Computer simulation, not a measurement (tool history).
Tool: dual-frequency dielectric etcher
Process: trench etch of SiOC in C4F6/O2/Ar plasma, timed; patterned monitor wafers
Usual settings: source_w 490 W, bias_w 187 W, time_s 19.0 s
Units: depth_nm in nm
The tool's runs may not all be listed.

run,hour,source_w,bias_w,time_s,wafers since the last listed run,hours since the last wet clean,hours since the last source power generator calibration,hours since the last bias power generator calibration,hours since the last upper electrode change,hours since the gauge calibration,"read-back reference wafer on the same gauge, depth_nm",depth_nm
1,0.0,490,172,17.5,0,320.9,348.5,733.4,2744.8,937.3,36.91,38.25
2,197.1,490,176,19.0,3622,518.0,545.6,930.5,2941.9,1134.4,36.88,42.24
3,270.6,490,176,19.0,1350,591.5,619.1,1004.0,3015.4,1207.9,36.90,42.02
4,343.5,490,176,19.0,1339,664.4,692.0,1076.9,3088.3,1280.8,36.90,41.97
# hour 386.7: wet clean of the chamber
5,441.2,490,187,19.0,1354,54.5,789.7,1174.6,3186.0,1378.5,36.90,42.95
6,477.5,440,187,19.0,667,90.8,826.0,1210.9,3222.3,1414.8,36.89,41.34
7,584.8,440,187,19.0,1972,198.1,933.3,1318.2,3329.6,1522.1,36.93,41.44
8,663.5,490,187,19.0,1446,276.8,1012.0,1396.9,3408.3,1600.8,36.94,43.08
# hour 780.4: upper electrode replaced
9,780.9,490,187,19.0,1716,394.2,1129.4,1514.3,0.5,1718.2,36.90,42.92
10,842.7,520,187,23.0,1135,456.0,1191.2,1576.1,62.3,1780.0,36.87,53.13
11,904.3,560,231,23.0,1132,517.6,1252.8,1637.7,123.9,1841.6,36.89,57.78
12,960.0,410,204,21.5,1023,573.3,1308.5,1693.4,179.6,1897.3,36.92,46.94
# hour 1001.0: wet clean of the chamber
13,1032.9,610,187,19.0,898,31.9,1381.4,1766.3,252.5,1970.2,36.90,46.17
14,1096.8,490,149,19.0,1174,95.8,1445.3,1830.2,316.4,2034.1,36.93,40.32
15,1178.1,610,210,19.0,1494,177.1,1526.6,1911.5,397.7,2115.4,36.87,47.82
16,1234.9,490,140,19.0,1043,233.9,1583.4,1968.3,454.5,2172.2,36.93,39.56
17,1280.5,490,187,19.0,838,279.5,1629.0,2013.9,500.1,2217.8,36.88,42.83
18,1350.0,490,187,19.0,1277,349.0,1698.5,2083.4,569.6,2287.3,36.90,42.96
19,1390.7,490,187,19.0,748,389.7,1739.2,2124.1,610.3,2328.0,36.87,42.95
20,1471.2,490,187,19.0,1479,470.2,1819.7,2204.6,690.8,2408.5,36.90,42.84
# hour 1544.6: wet clean of the chamber
# hour 1554.5: bias power generator calibrated
21,1566.3,490,219,19.0,1233,21.7,1914.8,11.8,785.9,2503.6,36.92,44.32
# hour 1628.3: gauge calibrated
22,1672.3,390,161,19.0,1948,127.7,2020.8,117.8,891.9,44.0,36.88,37.36
# hour 1722.4: source power generator calibrated
23,1735.0,490,154,19.0,1078,190.4,12.6,180.5,954.6,106.7,36.88,40.09
24,1782.6,420,187,23.5,874,238.0,60.2,228.1,1002.2,154.3,36.89,49.98
25,1848.6,380,228,22.5,1213,304.0,126.2,294.1,1068.2,220.3,36.89,49.22
26,1908.8,400,206,19.0,1106,364.2,186.4,354.3,1128.4,280.5,36.91,40.98
27,2015.3,490,187,19.0,1957,470.7,292.9,460.8,1234.9,387.0,36.87,42.44
# hour 2181.2: wet clean of the chamber
28,2320.8,490,187,23.0,5173,139.6,598.4,766.3,1540.4,692.5,36.89,51.31
29,2394.1,490,187,19.0,1347,212.9,671.7,839.6,1613.7,765.8,36.86,42.46

The tool's hidden state at each run:
etch rate over this chamber's usual, %: 0 in every run
gauge reads high (%): 0 in every run
H1: source power that arrives over what is set, %
H2: bias power that arrives over what is set, %
run,H1,H2
1,0.717,1.16
2,0.572,1.49
3,0.502,1.63
4,0.423,1.78
5,0.304,2
6,0.256,2.09
7,0.1,2.36
8,-0.0255,2.58
9,-0.232,2.92
10,-0.35,3.11
11,-0.474,3.31
12,-0.591,3.5
13,-0.753,3.75
14,-0.901,3.98
15,-1.1,4.29
16,-1.25,4.51
17,-1.37,4.69
18,-1.56,4.98
19,-1.67,5.15
20,-1.91,5.5
21,-2.2,-0.457
22,-2.54,-0.443
23,-0.473,-0.424
24,-0.476,-0.404
25,-0.486,-0.37
26,-0.502,-0.331
27,-0.544,-0.244
28,-0.768,0.133
29,-0.844,0.251
